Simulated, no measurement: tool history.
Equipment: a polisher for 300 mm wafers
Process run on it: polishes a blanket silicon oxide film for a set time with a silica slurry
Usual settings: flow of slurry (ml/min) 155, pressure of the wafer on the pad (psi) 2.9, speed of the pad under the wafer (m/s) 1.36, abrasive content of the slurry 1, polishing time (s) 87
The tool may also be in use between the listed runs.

| run | hour | flow of slurry (ml/min) | pressure of the wafer on the pad (psi) | speed of the pad under the wafer (m/s) | abrasive content of the slurry | polishing time (s) | wafers since the last listed run | wafers polished on this pad | hours since the slurry nozzle was cleaned | hours since the head pressure was calibrated | hours since the slurry blender was calibrated | hours since the conditioning disc was replaced | incoming thickness of the incoming film, nm | film removed (nm) |
|---|---|---|---|---|---|---|---|---|---|---|---|---|---|---|
| 1 | 0 | 155 | 3.3 | 1.36 | 1 | 87 | 0 | 1512 | 248 | 884 | 208.5 | 134.6 | 1245 | 265.3 |
|  | 22 | head pressure recalibrated |
| 2 | 46.6 | 155 | 3.3 | 1.36 | 1 | 87 | 550 | 2063 | 294.6 | 24.6 | 255.1 | 181.2 | 1241.9 | 253.6 |
|  | 68.1 | slurry nozzle cleaned |
| 3 | 108.2 | 155 | 2.9 | 1.36 | 1 | 109 | 748 | 2812 | 40.1 | 86.2 | 316.7 | 242.8 | 1226.4 | 302.5 |
| 4 | 169.9 | 155 | 2.9 | 1.36 | 1 | 109 | 762 | 3574 | 101.8 | 147.9 | 378.4 | 304.5 | 1248.7 | 293.3 |
|  | 180.4 | slurry blender recalibrated |
| 5 | 232 | 155 | 2.9 | 1.36 | 1 | 109 | 742 | 4316 | 163.9 | 210 | 51.6 | 366.6 | 1255.8 | 291.2 |
|  | 236.1 | worn pad replaced by a new one |
|  | 275.8 | conditioning disc replaced and pad reconditioned |
| 6 | 288.7 | 155 | 2.9 | 1.36 | 1 | 87 | 626 | 625 | 220.6 | 266.7 | 108.3 | 12.9 | 1270 | 232.3 |
| 7 | 321.4 | 155 | 2.9 | 1.36 | 1 | 87 | 403 | 1029 | 253.3 | 299.4 | 141 | 45.6 | 1234.7 | 228.3 |
| 8 | 371.3 | 155 | 3.8 | 1.1 | 1 | 87 | 616 | 1645 | 303.2 | 349.3 | 190.9 | 95.5 | 1263.6 | 247.8 |
| 9 | 398.7 | 155 | 2.9 | 1.36 | 1 | 87 | 338 | 1983 | 330.6 | 376.7 | 218.3 | 122.9 | 1267.1 | 220.5 |
|  | 404 | slurry nozzle cleaned |
| 10 | 422.7 | 155 | 2.2 | 1.24 | 0.9 | 59 | 284 | 2268 | 18.7 | 400.7 | 242.3 | 146.9 | 1257.4 | 111.4 |
| 11 | 480.7 | 155 | 2.9 | 0.88 | 1.2 | 87 | 716 | 2984 | 76.7 | 458.7 | 300.3 | 204.9 | 1250.2 | 188.2 |
|  | 490.7 | slurry blender recalibrated |
| 12 | 549 | 185 | 2.9 | 1.36 | 1 | 105 | 819 | 3803 | 145 | 527 | 58.3 | 273.2 | 1264.4 | 294.9 |
|  | 620.1 | worn pad replaced by a new one |
| 13 | 656.3 | 155 | 2.9 | 1.36 | 1 | 87 | 1276 | 446 | 252.3 | 634.3 | 165.6 | 380.5 | 1271.2 | 219.5 |
| 14 | 681.8 | 155 | 2.9 | 1.36 | 1 | 87 | 315 | 761 | 277.8 | 659.8 | 191.1 | 406 | 1242.3 | 229.9 |
|  | 684.7 | conditioning disc replaced and pad reconditioned |
|  | 734.7 | slurry nozzle cleaned |
| 15 | 753 | 155 | 2.9 | 1.14 | 1 | 65 | 842 | 1604 | 18.3 | 731 | 262.3 | 68.3 | 1240.1 | 156.9 |
|  | 798.1 | head pressure recalibrated |
| 16 | 798.5 | 155 | 3.2 | 1.58 | 1.15 | 101 | 537 | 2141 | 63.8 | 0.4 | 307.8 | 113.8 | 1250.6 | 360.9 |
|  | 816.8 | slurry blender recalibrated |
| 17 | 866.2 | 140 | 2.9 | 1.8 | 1.2 | 60 | 811 | 2953 | 131.5 | 68.1 | 49.4 | 181.5 | 1246.2 | 215.5 |
| 18 | 895.7 | 155 | 2.9 | 1.36 | 0.75 | 87 | 364 | 3317 | 161 | 97.6 | 78.9 | 211 | 1256.4 | 204 |
|  | 943.9 | worn pad replaced by a new one |
| 19 | 944.4 | 155 | 3.4 | 1.36 | 1 | 87 | 552 | 6 | 209.7 | 146.3 | 127.6 | 259.7 | 1257.3 | 272.3 |
| 20 | 975.4 | 155 | 2.9 | 1.36 | 1 | 71 | 382 | 389 | 240.7 | 177.3 | 158.6 | 290.7 | 1257.5 | 190.7 |
| 21 | 1003 | 155 | 2.9 | 1.36 | 1 | 87 | 340 | 730 | 268.3 | 204.9 | 186.2 | 318.3 | 1256.1 | 229.7 |

Run 22, settings as shown, results not yet in. Your forecast:
| 22 | 1071.8 | 115 | 2.9 | 1.36 | 1 | 108 | 849 | 1579 | 337.1 | 273.7 | 255 | 387.1 | 1247.9 | ? |

For run 22 the tool returned film removed (nm) 253.8.
With no hidden state in the tool, this same run would have given film removed (nm) 294.

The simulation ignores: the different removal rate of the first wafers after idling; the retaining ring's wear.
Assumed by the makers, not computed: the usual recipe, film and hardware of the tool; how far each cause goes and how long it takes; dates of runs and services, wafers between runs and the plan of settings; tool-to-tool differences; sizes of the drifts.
